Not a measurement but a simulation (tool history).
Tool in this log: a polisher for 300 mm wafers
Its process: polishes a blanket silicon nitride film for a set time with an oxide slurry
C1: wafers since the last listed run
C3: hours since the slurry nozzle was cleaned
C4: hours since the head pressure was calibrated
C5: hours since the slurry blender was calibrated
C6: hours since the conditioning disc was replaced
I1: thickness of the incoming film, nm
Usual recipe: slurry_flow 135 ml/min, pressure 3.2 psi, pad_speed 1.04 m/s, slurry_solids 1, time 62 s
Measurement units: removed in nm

{"run": 1, "hour": 0.0, "slurry_flow": 135, "pressure": 3.2, "pad_speed": 1.12, "slurry_solids": 1, "time": 62, "C1": 0, "wafers polished on this pad": 4375, "C3": 227.4, "C4": 511.3, "C5": 351.4, "C6": 339.6, "I1": 404.6, "removed": 41.3}
{"run": 2, "hour": 39.7, "slurry_flow": 120, "pressure": 3.2, "pad_speed": 1.04, "slurry_solids": 1, "time": 62, "C1": 588, "wafers polished on this pad": 4963, "C3": 267.1, "C4": 551, "C5": 391.1, "C6": 379.3, "I1": 407.9, "removed": 37.9}
{"run": 3, "hour": 144.4, "slurry_flow": 135, "pressure": 3.2, "pad_speed": 1.04, "slurry_solids": 1, "time": 62, "C1": 1550, "wafers polished on this pad": 6514, "C3": 371.8, "C4": 655.7, "C5": 495.8, "C6": 484, "I1": 402.4, "removed": 37.7}
{"run": 4, "hour": 210.3, "slurry_flow": 90, "pressure": 3.2, "pad_speed": 1.04, "slurry_solids": 1, "time": 62, "C1": 976, "wafers polished on this pad": 7490, "C3": 437.7, "C4": 721.6, "C5": 561.7, "C6": 549.9, "I1": 395.9, "removed": 34}
{"run": 5, "hour": 276.3, "slurry_flow": 160, "pressure": 3.6, "pad_speed": 1.04, "slurry_solids": 1, "time": 62, "C1": 977, "wafers polished on this pad": 8467, "C3": 503.7, "C4": 787.6, "C5": 627.7, "C6": 615.9, "I1": 402.7, "removed": 43}
{"hour": 303.7, "done": "conditioning disc replaced and pad reconditioned"}
{"hour": 306.5, "done": "slurry blender recalibrated"}
{"run": 6, "hour": 341.9, "slurry_flow": 175, "pressure": 3.2, "pad_speed": 0.88, "slurry_solids": 0.7, "time": 62, "C1": 912, "wafers polished on this pad": 9380, "C3": 569.3, "C4": 853.2, "C5": 35.4, "C6": 38.2, "I1": 397.9, "removed": 28.6}
{"hour": 367.6, "done": "head pressure recalibrated"}
{"hour": 378.3, "done": "slurry nozzle cleaned"}
{"run": 7, "hour": 381.4, "slurry_flow": 135, "pressure": 3.9, "pad_speed": 0.92, "slurry_solids": 1.1, "time": 81, "C1": 540, "wafers polished on this pad": 9921, "C3": 3.1, "C4": 13.8, "C5": 74.9, "C6": 77.7, "I1": 402.9, "removed": 63.4}
{"hour": 393.0, "done": "worn pad replaced by a new one"}
{"run": 8, "hour": 429.4, "slurry_flow": 135, "pressure": 2.2, "pad_speed": 1.04, "slurry_solids": 1, "time": 53, "C1": 651, "wafers polished on this pad": 539, "C3": 51.1, "C4": 61.8, "C5": 122.9, "C6": 125.7, "I1": 401.1, "removed": 23.2}
{"run": 9, "hour": 478.9, "slurry_flow": 155, "pressure": 3.2, "pad_speed": 0.8, "slurry_solids": 1, "time": 62, "C1": 733, "wafers polished on this pad": 1272, "C3": 100.6, "C4": 111.3, "C5": 172.4, "C6": 175.2, "I1": 404.3, "removed": 34}
{"run": 10, "hour": 586.4, "slurry_flow": 160, "pressure": 4, "pad_speed": 1.32, "slurry_solids": 1, "time": 62, "C1": 1592, "wafers polished on this pad": 2864, "C3": 208.1, "C4": 218.8, "C5": 279.9, "C6": 282.7, "I1": 407, "removed": 57.8}
{"run": 11, "hour": 652.0, "slurry_flow": 135, "pressure": 3.2, "pad_speed": 1.04, "slurry_solids": 1, "time": 42, "C1": 971, "wafers polished on this pad": 3836, "C3": 273.7, "C4": 284.4, "C5": 345.5, "C6": 348.3, "I1": 392.9, "removed": 26.6}
{"run": 12, "hour": 701.1, "slurry_flow": 135, "pressure": 3.2, "pad_speed": 1.04, "slurry_solids": 1, "time": 62, "C1": 727, "wafers polished on this pad": 4563, "C3": 322.8, "C4": 333.5, "C5": 394.6, "C6": 397.4, "I1": 400.9, "removed": 38.1}

What will run 13 give?
{"run": 13, "hour": 898.8, "slurry_flow": 135, "pressure": 3.2, "pad_speed": 1.04, "slurry_solids": 1, "time": 62, "C1": 2928, "wafers polished on this pad": 7492, "C3": 520.5, "C4": 531.2, "C5": 592.3, "C6": 595.1, "I1": 403.7, "removed": "?"}

{"run 13": {"removed": 37.1}}
The same run, on a tool lacking any hidden state, would have yielded removed 41.1 nm.

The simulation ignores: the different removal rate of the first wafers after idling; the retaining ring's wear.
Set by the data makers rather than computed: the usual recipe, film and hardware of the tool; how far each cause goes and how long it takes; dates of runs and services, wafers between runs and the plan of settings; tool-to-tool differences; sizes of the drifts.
